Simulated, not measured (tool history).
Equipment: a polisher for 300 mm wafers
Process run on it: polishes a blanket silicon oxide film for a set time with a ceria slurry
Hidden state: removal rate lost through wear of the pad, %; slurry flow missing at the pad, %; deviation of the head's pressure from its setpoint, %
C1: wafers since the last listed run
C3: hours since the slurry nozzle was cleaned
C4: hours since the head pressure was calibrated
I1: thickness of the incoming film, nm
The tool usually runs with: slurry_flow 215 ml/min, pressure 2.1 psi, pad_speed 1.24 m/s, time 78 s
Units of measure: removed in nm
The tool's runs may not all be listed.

run 1 hour=0.0 | slurry_flow=215 pressure=2.1 pad_speed=1.24 time=78 | C1=0 wafers_polished_on_this_pad=1456 C3=129.0 C4=162.6 | I1=1213.0 | removed=302.8
-- hour=18.4 worn pad replaced by a new one
run 2 hour=35.2 | slurry_flow=215 pressure=2.1 pad_speed=1.24 time=78 | C1=219 wafers_polished_on_this_pad=118 C3=164.2 C4=197.8 | I1=1201.9 | removed=303.9
run 3 hour=67.6 | slurry_flow=215 pressure=2.1 pad_speed=1.24 time=78 | C1=227 wafers_polished_on_this_pad=345 C3=196.6 C4=230.2 | I1=1200.3 | removed=309.4
run 4 hour=125.5 | slurry_flow=215 pressure=2.1 pad_speed=1.24 time=78 | C1=407 wafers_polished_on_this_pad=752 C3=254.5 C4=288.1 | I1=1194.8 | removed=312.5
-- hour=163.8 head pressure recalibrated
run 5 hour=203.4 | slurry_flow=215 pressure=2.4 pad_speed=1.24 time=78 | C1=533 wafers_polished_on_this_pad=1286 C3=332.4 C4=39.6 | I1=1207.6 | removed=354.1
run 6 hour=224.3 | slurry_flow=215 pressure=2.4 pad_speed=1.24 time=78 | C1=146 wafers_polished_on_this_pad=1433 C3=353.3 C4=60.5 | I1=1174.7 | removed=350.7
-- hour=235.4 worn pad replaced by a new one
run 7 hour=242.7 | slurry_flow=215 pressure=2.1 pad_speed=1.24 time=67 | C1=101 wafers_polished_on_this_pad=51 C3=371.7 C4=78.9 | I1=1216.0 | removed=261.9
run 8 hour=264.8 | slurry_flow=215 pressure=2.1 pad_speed=1.24 time=67 | C1=155 wafers_polished_on_this_pad=206 C3=393.8 C4=101.0 | I1=1176.7 | removed=260.8
run 9 hour=276.9 | slurry_flow=215 pressure=2.1 pad_speed=1.24 time=67 | C1=85 wafers_polished_on_this_pad=291 C3=405.9 C4=113.1 | I1=1196.7 | removed=266.8
run 10 hour=292.1 | slurry_flow=215 pressure=2.1 pad_speed=1.24 time=78 | C1=106 wafers_polished_on_this_pad=398 C3=421.1 C4=128.3 | I1=1199.0 | removed=306.2
run 11 hour=318.3 | slurry_flow=215 pressure=1.6 pad_speed=1.24 time=78 | C1=184 wafers_polished_on_this_pad=582 C3=447.3 C4=154.5 | I1=1188.0 | removed=233.5
run 12 hour=348.5 | slurry_flow=215 pressure=1.6 pad_speed=1.24 time=78 | C1=212 wafers_polished_on_this_pad=795 C3=477.5 C4=184.7 | I1=1197.6 | removed=235.1
run 13 hour=382.4 | slurry_flow=215 pressure=1.6 pad_speed=1.24 time=78 | C1=238 wafers_polished_on_this_pad=1033 C3=511.4 C4=218.6 | I1=1182.1 | removed=238.0
run 14 hour=398.4 | slurry_flow=200 pressure=2.1 pad_speed=1.24 time=62 | C1=112 wafers_polished_on_this_pad=1145 C3=527.4 C4=234.6 | I1=1190.7 | removed=248.9
run 15 hour=424.9 | slurry_flow=200 pressure=2.1 pad_speed=1.24 time=62 | C1=186 wafers_polished_on_this_pad=1332 C3=553.9 C4=261.1 | I1=1209.5 | removed=246.4
-- hour=442.6 worn pad replaced by a new one
run 16 hour=458.2 | slurry_flow=200 pressure=2.1 pad_speed=1.24 time=62 | C1=205 wafers_polished_on_this_pad=109 C3=587.2 C4=294.4 | I1=1201.8 | removed=246.0
run 17 hour=481.3 | slurry_flow=215 pressure=2.1 pad_speed=1.24 time=78 | C1=162 wafers_polished_on_this_pad=272 C3=610.3 C4=317.5 | I1=1194.1 | removed=311.5
run 18 hour=513.5 | slurry_flow=215 pressure=2.1 pad_speed=1.24 time=78 | C1=226 wafers_polished_on_this_pad=498 C3=642.5 C4=349.7 | I1=1185.5 | removed=310.4
run 19 hour=535.2 | slurry_flow=215 pressure=2.1 pad_speed=1.24 time=67 | C1=152 wafers_polished_on_this_pad=651 C3=664.2 C4=371.4 | I1=1205.7 | removed=266.6
-- hour=548.1 head pressure recalibrated
run 20 hour=571.0 | slurry_flow=215 pressure=2.1 pad_speed=0.88 time=54 | C1=237 wafers_polished_on_this_pad=888 C3=700.0 C4=22.9 | I1=1214.3 | removed=149.7
run 21 hour=602.3 | slurry_flow=255 pressure=2.3 pad_speed=1.24 time=87 | C1=220 wafers_polished_on_this_pad=1108 C3=731.3 C4=54.2 | I1=1192.5 | removed=382.0
-- hour=626.5 worn pad replaced by a new one
run 22 hour=631.5 | slurry_flow=215 pressure=2.1 pad_speed=1.24 time=78 | C1=177 wafers_polished_on_this_pad=34 C3=760.5 C4=83.4 | I1=1201.1 | removed=314.5
run 23 hour=661.1 | slurry_flow=215 pressure=2.1 pad_speed=1.24 time=78 | C1=208 wafers_polished_on_this_pad=242 C3=790.1 C4=113.0 | I1=1210.0 | removed=311.2
run 24 hour=678.5 | slurry_flow=215 pressure=2.1 pad_speed=1.24 time=67 | C1=122 wafers_polished_on_this_pad=365 C3=807.5 C4=130.4 | I1=1203.8 | removed=265.9
run 25 hour=712.1 | slurry_flow=215 pressure=2.6 pad_speed=1.24 time=78 | C1=236 wafers_polished_on_this_pad=601 C3=841.1 C4=164.0 | I1=1200.8 | removed=387.9
-- hour=735.1 slurry nozzle cleaned
run 26 hour=739.8 | slurry_flow=215 pressure=2.1 pad_speed=1.24 time=78 | C1=187 wafers_polished_on_this_pad=789 C3=4.7 C4=191.7 | I1=1206.5 | removed=308.4
run 27 hour=762.5 | slurry_flow=215 pressure=2.3 pad_speed=1.00 time=91 | C1=159 wafers_polished_on_this_pad=948 C3=27.4 C4=214.4 | I1=1194.1 | removed=315.2
run 28 hour=782.5 | slurry_flow=215 pressure=2.1 pad_speed=1.24 time=54 | C1=140 wafers_polished_on_this_pad=1089 C3=47.4 C4=234.4 | I1=1217.2 | removed=211.6
run 29 hour=812.0 | slurry_flow=245 pressure=1.5 pad_speed=1.36 time=78 | C1=207 wafers_polished_on_this_pad=1296 C3=76.9 C4=263.9 | I1=1178.3 | removed=247.6
-- hour=819.4 worn pad replaced by a new one
run 30 hour=845.0 | slurry_flow=215 pressure=2.1 pad_speed=1.24 time=96 | C1=203 wafers_polished_on_this_pad=180 C3=109.9 C4=296.9 | I1=1191.1 | removed=372.0
run 31 hour=861.6 | slurry_flow=215 pressure=1.6 pad_speed=1.24 time=78 | C1=116 wafers_polished_on_this_pad=296 C3=126.5 C4=313.5 | I1=1184.3 | removed=237.3
-- hour=880.5 head pressure recalibrated
run 32 hour=886.9 | slurry_flow=215 pressure=1.4 pad_speed=0.96 time=78 | C1=163 wafers_polished_on_this_pad=460 C3=151.8 C4=6.4 | I1=1181.6 | removed=157.7
run 33 hour=920.4 | slurry_flow=215 pressure=1.6 pad_speed=1.24 time=78 | C1=235 wafers_polished_on_this_pad=696 C3=185.3 C4=39.9 | I1=1220.1 | removed=230.4
run 34 hour=947.9 | slurry_flow=180 pressure=2.1 pad_speed=1.24 time=78 | C1=193 wafers_polished_on_this_pad=889 C3=212.8 C4=67.4 | I1=1180.7 | removed=308.0
run 35 hour=966.5 | slurry_flow=215 pressure=2.1 pad_speed=0.84 time=78 | C1=130 wafers_polished_on_this_pad=1020 C3=231.4 C4=86.0 | I1=1191.1 | removed=208.2
run 36 hour=1001.7 | slurry_flow=215 pressure=2.1 pad_speed=1.24 time=78 | C1=247 wafers_polished_on_this_pad=1267 C3=266.6 C4=121.2 | I1=1206.3 | removed=312.6

Consider 3 possible next runs. They are alternatives, not a sequence: every one starts from the tool as it was left by run 36. What does each give?
run A hour=1002.1 | slurry_flow=260 pressure=2.1 pad_speed=1.24 time=78 | C1=2 wafers_polished_on_this_pad=1270 C3=267.0 C4=121.6 | I1=1178.8 | removed=?
run B hour=1002.1 | slurry_flow=215 pressure=1.9 pad_speed=1.24 time=78 | C1=2 wafers_polished_on_this_pad=1270 C3=267.0 C4=121.6 | I1=1178.8 | removed=?
run C hour=1002.1 | slurry_flow=255 pressure=2.1 pad_speed=1.24 time=78 | C1=2 wafers_polished_on_this_pad=1270 C3=267.0 C4=121.6 | I1=1178.8 | removed=?

run=A removed=314.9
run=B removed=280.4
run=C removed=314.4
Take away the tool's hidden state, keep each run's random variation, and the runs would have read:
run=A removed=314.9
run=B removed=280.4
run=C removed=314.4
